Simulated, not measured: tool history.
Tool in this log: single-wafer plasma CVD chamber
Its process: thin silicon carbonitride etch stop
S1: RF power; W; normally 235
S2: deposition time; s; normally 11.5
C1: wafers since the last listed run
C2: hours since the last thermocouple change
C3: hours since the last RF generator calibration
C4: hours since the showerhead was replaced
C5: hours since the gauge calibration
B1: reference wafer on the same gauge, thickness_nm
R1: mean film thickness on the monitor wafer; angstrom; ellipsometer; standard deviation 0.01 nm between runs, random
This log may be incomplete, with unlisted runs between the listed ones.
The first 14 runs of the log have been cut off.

run,hour,S1,S2,C1,C2,C3,C4,C5,B1,R1
15,193,200,13,284,3050,50.9,5105.7,267.3,5.638,72.01
16,200.7,235,10.1,251,3057.7,58.6,5113.4,275,5.64,59.21
17,213.2,235,11.5,408,3070.2,71.1,5125.9,287.5,5.643,67.18
18,230.7,210,12.9,572,3087.7,88.6,5143.4,305,5.637,72.48
19,243.6,215,13,421,3100.6,101.5,5156.3,317.9,5.64,73.71
20,260.2,275,13.1,542,3117.2,118.1,5172.9,334.5,5.641,80.45
# hour 278.9: thermocouple changed; heater temperature recalibrated
21,279.4,270,11.5,366,0.5,137.3,5192.1,353.7,5.64,70.3
22,284.5,265,13.3,166,5.6,142.4,5197.2,358.8,5.641,80.49
# hour 293.4: gauge calibrated
23,300.9,250,9.3,536,22,158.8,5213.6,7.5,5.637,55.36
24,314,235,11.5,428,35.1,171.9,5226.7,20.6,5.641,67.12
# hour 324.5: showerhead replaced
25,325,235,11.5,98,46.1,182.9,0.5,31.6,5.64,67.02
26,329.9,255,12.3,160,51,187.8,5.4,36.5,5.637,73.78
27,342.8,215,13.6,421,63.9,200.7,18.3,49.4,5.641,76.86
28,358.2,235,11.5,503,79.3,216.1,33.7,64.8,5.636,67.13
29,372.6,265,13.1,470,93.7,230.5,48.1,79.2,5.635,79.42
30,390.2,215,9.9,575,111.3,248.1,65.7,96.8,5.641,56.03
31,403.9,235,12.1,447,125,261.8,79.4,110.5,5.64,70.64
32,421.3,235,11.5,568,142.4,279.2,96.8,127.9,5.642,67.12
33,434.1,235,11.5,418,155.2,292,109.6,140.7,5.64,66.82
34,445.6,215,9.6,376,166.7,303.5,121.1,152.2,5.637,54.23
35,460.2,235,11.5,477,181.3,318.1,135.7,166.8,5.638,66.93

Here are 5 independent what-if runs from the current tool condition. What would each one return?
A,460.6,235,11.5,13,181.7,318.5,136.1,167.2,?,?
B,460.6,190,13.8,13,181.7,318.5,136.1,167.2,?,?
C,460.6,210,9.6,13,181.7,318.5,136.1,167.2,?,?
D,460.6,250,10.1,13,181.7,318.5,136.1,167.2,?,?
E,460.6,195,13,13,181.7,318.5,136.1,167.2,?,?

run,B1,R1
A,5.641,66.84
B,5.641,74.73
C,5.641,53.76
D,5.641,59.91
E,5.641,71.02
Take away the tool's hidden state, keep each run's random variation, and the runs would have read:
run,R1
A,67.3
B,75.24
C,54.13
D,60.32
E,71.5
